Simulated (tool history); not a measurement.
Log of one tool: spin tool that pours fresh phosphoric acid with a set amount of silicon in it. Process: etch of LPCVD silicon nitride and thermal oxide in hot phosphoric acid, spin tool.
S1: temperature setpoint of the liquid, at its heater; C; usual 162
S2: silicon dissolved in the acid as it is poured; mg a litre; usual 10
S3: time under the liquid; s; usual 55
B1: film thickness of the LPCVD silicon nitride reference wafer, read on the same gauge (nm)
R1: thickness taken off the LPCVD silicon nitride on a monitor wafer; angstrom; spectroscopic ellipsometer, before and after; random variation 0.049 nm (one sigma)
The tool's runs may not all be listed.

Run 1, hour 0: usual settings; B1 76.67. Result: R1 53.8 angstrom.
Run 2, hour 106.1: usual settings; B1 76.63. Result: R1 53.4 angstrom.
At hour 179.9: dissolved silicon flow meter replaced.
Run 3, hour 205.2: usual settings; B1 76.63. Result: R1 54.1 angstrom.
At hour 237.4: heated supply line repaired.
Run 4, hour 284.1: usual settings; B1 76.62. Result: R1 53.2 angstrom.
At hour 303.7: gauge calibrated.
Run 5, hour 370.3: usual settings; B1 79.76. Result: R1 55.8 angstrom.
Run 6, hour 413.8: usual settings; B1 79.55. Result: R1 55.5 angstrom.
Run 7, hour 454.4: usual settings but S1 159.5 C, S2 6 mg a litre, S3 75 s; B1 79.42. Result: R1 69.9 angstrom.
Run 8, hour 522.2: usual settings but S1 164.5 C, S3 20 s; B1 79.15. Result: R1 22 angstrom.
Run 9, hour 626.1: usual settings; B1 78.84. Result: R1 55.6 angstrom.
Run 10, hour 707: usual settings; B1 78.57. Result: R1 55 angstrom.
Run 11, hour 771.5: usual settings but S2 17 mg a litre; B1 78.33. Result: R1 55.8 angstrom.
At hour 844.1: thermometer replaced.
Run 12, hour 846: usual settings; B1 78.18. Result: R1 55.2 angstrom.
Run 13, hour 921.9: usual settings but S1 163.5 C, S3 70 s; B1 77.99. Result: R1 74.2 angstrom.
Run 14, hour 1012.8: usual settings; B1 77.79. Result: R1 55 angstrom.
Run 15, hour 1063.7: usual settings but S2 2.5 mg a litre, S3 40 s; B1 77.73. Result: R1 40.1 angstrom.
Run 16, hour 1164.9: usual settings but S1 160.5 C; B1 77.55. Result: R1 51.1 angstrom.
Run 17, hour 1217.8: usual settings but S2 8 mg a litre, S3 45 s; B1 77.5. Result: R1 44.9 angstrom.
Run 18, hour 1264.6: usual settings; B1 77.45. Result: R1 54.1 angstrom.
Run 19, hour 1333.6: usual settings but S2 2.5 mg a litre; B1 77.31. Result: R1 54.4 angstrom.
Run 20, hour 1378: usual settings; B1 77.27. Result: R1 55 angstrom.
Run 21, hour 1436.5: usual settings but S1 160.5 C, S2 18 mg a litre, S3 40 s; B1 77.16. Result: R1 37.2 angstrom.

Hidden state or all else? Some run-to-run changes of R1, split into what the settings, what came in and random variation would give without the hidden state, and what is left for the hidden state (with any gauge scatter that isn't in both results):
The hidden state here: liquid colder than its thermometer reads (K); dissolved silicon flow below the setpoint (%); temperature lost on the way to the wafer (K); gauge reads high (%).
Run 4 -> 5: gauge calibrated. R1 +2.6 angstrom: hidden state +2.2, all else +0.4.
Run 7 -> 8: S1 159.5 -> 164.5, S2 6 -> 10, S3 75 -> 20. R1 -47.9 angstrom: hidden state +0.3, all else -48.2.
Run 8 -> 9: S1 164.5 -> 162, S3 20 -> 55. R1 +33.6 angstrom: hidden state -0.6, all else +34.2.
Run 20 -> 21: S1 162 -> 160.5, S2 10 -> 18, S3 55 -> 40. R1 -17.8 angstrom: hidden state +0.7, all else -18.5.
